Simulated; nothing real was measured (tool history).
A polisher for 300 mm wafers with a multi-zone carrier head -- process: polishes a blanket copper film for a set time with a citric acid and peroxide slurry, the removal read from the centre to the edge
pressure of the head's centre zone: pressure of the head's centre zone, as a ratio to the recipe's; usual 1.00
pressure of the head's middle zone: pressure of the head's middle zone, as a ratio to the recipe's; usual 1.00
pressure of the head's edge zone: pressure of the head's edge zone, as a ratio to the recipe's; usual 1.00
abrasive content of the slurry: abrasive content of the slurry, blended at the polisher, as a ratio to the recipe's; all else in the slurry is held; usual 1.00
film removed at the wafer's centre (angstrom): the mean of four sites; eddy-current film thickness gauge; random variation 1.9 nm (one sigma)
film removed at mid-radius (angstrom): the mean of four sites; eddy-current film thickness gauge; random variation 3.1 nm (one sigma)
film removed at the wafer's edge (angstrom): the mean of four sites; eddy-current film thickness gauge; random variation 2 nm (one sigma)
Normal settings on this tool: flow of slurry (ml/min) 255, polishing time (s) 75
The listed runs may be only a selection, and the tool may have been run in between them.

run,hour,flow of slurry (ml/min),pressure of the head's centre zone,pressure of the head's middle zone,pressure of the head's edge zone,abrasive content of the slurry,polishing time (s),"incoming thickness of the incoming film, nm",film removed at the wafer's centre (angstrom),film removed at mid-radius (angstrom),film removed at the wafer's edge (angstrom)
1,0.0,255,1.00,1.00,1.00,1.00,75,660.0,1971,2001,1990
# hour 4.6: worn pad replaced by a new one
2,16.3,255,1.04,1.00,1.00,1.00,75,650.1,2033,1950,2021
3,24.8,255,1.00,1.00,1.00,1.00,75,663.8,1961,1992,1978
4,41.2,255,1.00,1.00,1.00,1.00,75,662.4,1962,1927,2012
5,56.3,255,1.00,0.91,0.96,1.00,75,656.4,1947,1807,1939
6,78.8,255,1.00,0.91,0.96,1.00,75,651.4,1935,1806,1930
7,92.0,255,1.00,1.00,1.00,1.00,75,663.1,1944,1910,1953
8,102.8,255,1.00,1.00,1.00,1.00,75,653.7,1911,1880,1957
# hour 110.8: slurry nozzle cleaned
9,118.5,230,1.00,1.00,1.00,1.00,75,658.3,2038,2017,2094
# hour 126.6: edge zone pressure recalibrated
10,128.5,255,1.00,1.00,0.96,1.00,75,655.3,2087,2122,2052
11,142.3,255,0.88,1.00,1.06,0.80,99,656.5,2310,2645,2676
# hour 149.2: worn pad replaced by a new one
12,157.1,255,0.91,1.12,1.00,1.15,65,659.6,1714,2016,1860
13,171.2,255,1.00,1.00,1.00,1.00,75,664.6,2109,2092,2074
# hour 179.3: carrier head's membrane replaced by a new one
14,188.0,255,1.11,1.00,1.00,1.00,75,654.5,2337,2051,2095
# hour 201.6: centre zone pressure recalibrated
15,202.1,255,0.90,1.05,1.00,1.15,75,651.2,1919,2180,2097
16,218.9,255,0.91,1.12,1.00,1.15,65,662.3,1688,1966,1846
17,235.3,175,1.00,1.00,1.00,1.00,75,650.5,1954,1953,1965
18,251.4,255,0.97,1.00,1.00,1.15,75,663.1,2111,2124,2128
19,259.7,305,0.88,1.00,1.12,1.00,75,664.2,1855,2035,2231
20,266.8,255,1.00,1.00,0.91,1.00,75,664.9,2118,2054,1985
21,277.5,335,1.00,1.00,0.92,1.00,86,654.3,2449,2479,2315

What if the next run were any one of these 5? Each begins from the tool's condition after run 21:
A,277.9,255,1.05,1.00,1.00,1.00,75,653.8,?,?,?
B,277.9,195,1.00,1.00,1.00,1.00,75,653.8,?,?,?
C,277.9,295,1.00,1.00,1.00,1.00,75,653.8,?,?,?
D,277.9,255,0.97,0.96,1.06,1.00,100,653.8,?,?,?
E,277.9,255,0.94,1.00,1.00,0.85,75,653.8,?,?,?

run,film removed at the wafer's centre (angstrom),film removed at mid-radius (angstrom),film removed at the wafer's edge (angstrom)
A,2195,2088,2093
B,1995,2003,2030
C,2131,2125,2121
D,2701,2714,2867
E,1903,2025,2029
With the hidden condition removed and each run's random variation left untouched, the same runs would have given:
run,film removed at the wafer's centre (angstrom),film removed at mid-radius (angstrom),film removed at the wafer's edge (angstrom)
A,2210,2101,2103
B,2013,2020,2042
C,2143,2137,2130
D,2720,2730,2880
E,1916,2037,2038
